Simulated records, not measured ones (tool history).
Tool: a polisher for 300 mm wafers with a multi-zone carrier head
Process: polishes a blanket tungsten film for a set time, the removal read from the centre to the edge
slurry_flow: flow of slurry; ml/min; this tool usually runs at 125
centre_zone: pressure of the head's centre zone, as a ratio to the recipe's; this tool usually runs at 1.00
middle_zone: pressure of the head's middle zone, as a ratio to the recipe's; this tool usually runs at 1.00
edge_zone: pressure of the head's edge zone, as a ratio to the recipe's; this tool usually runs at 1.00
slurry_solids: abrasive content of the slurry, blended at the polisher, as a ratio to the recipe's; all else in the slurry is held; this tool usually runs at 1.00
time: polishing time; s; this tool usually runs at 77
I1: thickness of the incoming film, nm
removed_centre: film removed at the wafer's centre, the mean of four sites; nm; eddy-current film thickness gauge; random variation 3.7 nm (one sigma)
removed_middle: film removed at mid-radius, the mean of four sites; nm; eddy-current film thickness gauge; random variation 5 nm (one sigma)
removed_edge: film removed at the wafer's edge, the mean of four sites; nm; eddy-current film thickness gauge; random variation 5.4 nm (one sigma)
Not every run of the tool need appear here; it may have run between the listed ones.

Run 1, hour 0.0: usual settings; I1 1458.2. Result: removed_centre 463.9 nm, removed_middle 477.3 nm, removed_edge 477.7 nm.
At hour 8.5: carrier head's membrane replaced by a new one.
Run 2, hour 11.1: usual settings but edge_zone 1.05; I1 1462.9. Result: removed_centre 469.6 nm, removed_middle 476.7 nm, removed_edge 494.1 nm.
Run 3, hour 22.6: usual settings; I1 1479.5. Result: removed_centre 469.2 nm, removed_middle 470.3 nm, removed_edge 467.3 nm.
Run 4, hour 37.6: usual settings; I1 1463.0. Result: removed_centre 458.6 nm, removed_middle 468.6 nm, removed_edge 465.2 nm.
At hour 51.4: centre zone pressure recalibrated.
Run 5, hour 51.9: usual settings but middle_zone 1.05, edge_zone 1.07; I1 1434.2. Result: removed_centre 456.8 nm, removed_middle 483.8 nm, removed_edge 493.1 nm.
Run 6, hour 67.8: usual settings but edge_zone 0.90, time 102 s; I1 1466.8. Result: removed_centre 601.8 nm, removed_middle 622.6 nm, removed_edge 575.4 nm.
At hour 86.5: worn pad replaced by a new one.
Run 7, hour 87.0: usual settings but slurry_flow 155 ml/min, middle_zone 0.97, slurry_solids 1.25, time 70 s; I1 1452.0. Result: removed_centre 481.5 nm, removed_middle 485.6 nm, removed_edge 496.0 nm.
At hour 89.5: slurry nozzle cleaned.
Run 8, hour 101.8: usual settings but slurry_flow 90 ml/min, edge_zone 0.96; I1 1487.0. Result: removed_centre 437.2 nm, removed_middle 454.1 nm, removed_edge 454.0 nm.
Run 9, hour 117.0: usual settings but centre_zone 0.92, time 59 s; I1 1477.6. Result: removed_centre 327.0 nm, removed_middle 358.1 nm, removed_edge 370.9 nm.
At hour 120.0: edge zone pressure recalibrated.
Run 10, hour 133.9: usual settings; I1 1472.1. Result: removed_centre 458.7 nm, removed_middle 471.9 nm, removed_edge 470.3 nm.
Run 11, hour 140.1: usual settings; I1 1456.4. Result: removed_centre 460.7 nm, removed_middle 475.5 nm, removed_edge 459.9 nm.
Run 12, hour 156.2: usual settings; I1 1458.7. Result: removed_centre 452.8 nm, removed_middle 466.8 nm, removed_edge 468.5 nm.
At hour 168.3: worn pad replaced by a new one.
Run 13, hour 169.4: usual settings but time 88 s; I1 1448.7. Result: removed_centre 545.8 nm, removed_middle 552.9 nm, removed_edge 558.6 nm.
Run 14, hour 185.0: usual settings but edge_zone 0.89; I1 1433.2. Result: removed_centre 464.8 nm, removed_middle 479.6 nm, removed_edge 457.9 nm.
Run 15, hour 199.2: usual settings but centre_zone 0.96, middle_zone 0.89; I1 1475.5. Result: removed_centre 440.1 nm, removed_middle 417.4 nm, removed_edge 476.8 nm.
Run 16, hour 213.1: usual settings but edge_zone 1.06, slurry_solids 0.75; I1 1484.2. Result: removed_centre 415.5 nm, removed_middle 420.5 nm, removed_edge 438.0 nm.
Run 17, hour 227.3: usual settings but slurry_flow 160 ml/min, middle_zone 0.94, slurry_solids 0.80, time 52 s; I1 1471.7. Result: removed_centre 295.4 nm, removed_middle 283.4 nm, removed_edge 300.7 nm.
Run 18, hour 244.2: usual settings; I1 1481.5. Result: removed_centre 452.8 nm, removed_middle 462.5 nm, removed_edge 448.6 nm.
At hour 252.3: worn pad replaced by a new one.
Run 19, hour 257.7: usual settings but middle_zone 1.04; I1 1455.1. Result: removed_centre 473.1 nm, removed_middle 502.1 nm, removed_edge 486.8 nm.
Run 20, hour 270.4: usual settings but slurry_solids 1.25; I1 1481.2. Result: removed_centre 506.6 nm, removed_middle 521.4 nm, removed_edge 514.2 nm.
Run 21, hour 278.5: usual settings; I1 1465.2. Result: removed_centre 466.8 nm, removed_middle 469.1 nm, removed_edge 467.7 nm.
Run 22, hour 290.0: usual settings but edge_zone 1.05, time 92 s; I1 1471.3. Result: removed_centre 553.6 nm, removed_middle 560.4 nm, removed_edge 576.2 nm.

List, for all runs, the conditions of the tool that the log does not record:
slurry flow missing at the pad, %: 0 on each run
deviation of the centre zone's pressure from its setpoint, %: 0 on each run
deviation of the edge zone's pressure from its setpoint, %: 0 on each run
H1: removal rate lost through wear of the pad, %
run     H1
  1   1.77
  2   3.02
  3   3.92
  4    4.7
  5   5.16
  6   5.48
  7  0.479
  8   2.47
  9   3.73
 10   4.58
 11   4.79
 12   5.18
 13   1.28
 14   3.31
 15   4.46
 16   5.18
 17   5.65
 18   5.99
 19    1.3
 20    2.8
 21   3.49
 22    4.2

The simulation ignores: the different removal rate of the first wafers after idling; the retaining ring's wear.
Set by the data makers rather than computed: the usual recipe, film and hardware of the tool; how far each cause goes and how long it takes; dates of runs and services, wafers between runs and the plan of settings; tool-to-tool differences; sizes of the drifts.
